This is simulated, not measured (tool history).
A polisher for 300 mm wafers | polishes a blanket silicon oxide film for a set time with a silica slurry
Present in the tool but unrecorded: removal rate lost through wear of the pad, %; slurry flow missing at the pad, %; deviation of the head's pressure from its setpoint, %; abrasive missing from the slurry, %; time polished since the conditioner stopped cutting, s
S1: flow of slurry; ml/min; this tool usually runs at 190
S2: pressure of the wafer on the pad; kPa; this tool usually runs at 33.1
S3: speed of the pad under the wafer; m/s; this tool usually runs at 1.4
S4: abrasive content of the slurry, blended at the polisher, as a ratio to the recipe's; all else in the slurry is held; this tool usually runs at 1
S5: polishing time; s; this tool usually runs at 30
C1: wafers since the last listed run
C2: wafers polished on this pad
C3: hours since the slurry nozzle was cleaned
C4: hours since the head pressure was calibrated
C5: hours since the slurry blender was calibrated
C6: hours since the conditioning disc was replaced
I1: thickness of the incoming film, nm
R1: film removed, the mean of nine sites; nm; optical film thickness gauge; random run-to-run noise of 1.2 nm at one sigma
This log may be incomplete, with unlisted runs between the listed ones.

run	hour	S1	S2	S3	S4	S5	C1	C2	C3	C4	C5	C6	I1	R1
1	0	190	33.1	1.4	1	30	0	2815	381.3	395.6	206.7	139.6	1451.4	125.2
2	57.7	190	33.1	1.4	1	30	1090	3906	439	453.3	264.4	197.3	1458.4	125.6
# hour 88.6: worn pad replaced by a new one
# hour 115.6: slurry blender recalibrated
3	128.7	190	33.1	1.4	1	30	1229	721	510	524.3	13.1	268.3	1437.7	135
4	153.5	235	33.1	1.4	1	30	468	1190	534.8	549.1	37.9	293.1	1448.7	137.3
5	203.7	140	27.6	1.4	1	30	949	2139	585	599.3	88.1	343.3	1426	104
6	264.2	145	33.1	1.4	1.1	30	1143	3283	645.5	659.8	148.6	403.8	1449.5	128
# hour 284.3: worn pad replaced by a new one
7	302.5	145	33.1	1.4	1.1	30	648	343	683.8	698.1	186.9	442.1	1450	124.6
8	354.4	190	33.1	1.4	1	30	981	1325	735.7	750	238.8	494	1428.6	127.1
9	383.4	190	33.1	1.62	1	30	548	1873	764.7	779	267.8	523	1453.4	136.7
# hour 400.2: conditioning disc replaced and pad reconditioned
# hour 425.9: slurry nozzle cleaned
10	429.8	190	33.1	1.4	1	30	820	2693	3.9	825.4	314.2	29.6	1457.4	123.1
# hour 439.2: slurry blender recalibrated
# hour 494.6: worn pad replaced by a new one
11	496.7	190	33.1	1.4	1	30	1151	40	70.8	892.3	57.5	96.5	1464.4	130.7
12	525.1	190	33.1	1.1	1	38	536	577	99.2	920.7	85.9	124.9	1460	144.8
13	583	190	23.4	1.7	1	30	1094	1672	157.1	978.6	143.8	182.8	1467.7	99.9
# hour 619.6: head pressure recalibrated
14	639	250	36.5	1.4	1	30	1021	2693	213.1	19.4	199.8	238.8	1450.3	142.8
15	687	245	25.5	1.4	1.1	30	907	3600	261.1	67.4	247.8	286.8	1461.7	102.7

For run 16, what comes out?
# hour 724.5: worn pad replaced by a new one
16	740	235	33.1	1.4	1	30	926	293	314.1	120.4	300.8	339.8	1424.1	?

R1: 128.2 nm
Minus the tool's unlogged condition, the same run would have read R1 141.8 nm.
